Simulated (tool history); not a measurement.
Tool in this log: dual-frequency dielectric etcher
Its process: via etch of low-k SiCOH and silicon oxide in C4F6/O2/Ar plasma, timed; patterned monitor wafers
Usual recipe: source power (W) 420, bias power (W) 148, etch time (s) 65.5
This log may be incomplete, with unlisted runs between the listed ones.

run,day,source power (W),bias power (W),etch time (s),"read-back reference wafer on the same gauge, depth_nm",mean etch depth across the wafer (nm)
1,0.000,420,148,65.5,157,161.1
2,1.646,420,148,65.5,157,161.4
3,4.475,420,148,65.5,157,161.7
4,7.612,420,126,65.5,157,154.0
5,10.217,420,126,65.5,157,154.4
# day 12.162: wet clean of the chamber
6,14.596,420,126,65.5,157,152.6
7,16.150,420,148,65.5,157,160.7
8,19.029,340,157,51.0,157,115.3
# day 20.025: bias power generator calibrated
# day 20.171: gauge calibrated
# day 23.271: upper electrode replaced
9,23.292,500,163,65.5,157,180.1
# day 25.875: source power generator calibrated
10,27.179,380,167,56.0,157,136.9

Predict the results of run 11:
11,29.025,420,148,65.5,?,?

{"run 11": {"read-back reference wafer on the same gauge, depth_nm": 157, "mean etch depth across the wafer (nm)": 161.7}}
With no hidden state in the tool, this same run would have given mean etch depth across the wafer (nm) 160.7.

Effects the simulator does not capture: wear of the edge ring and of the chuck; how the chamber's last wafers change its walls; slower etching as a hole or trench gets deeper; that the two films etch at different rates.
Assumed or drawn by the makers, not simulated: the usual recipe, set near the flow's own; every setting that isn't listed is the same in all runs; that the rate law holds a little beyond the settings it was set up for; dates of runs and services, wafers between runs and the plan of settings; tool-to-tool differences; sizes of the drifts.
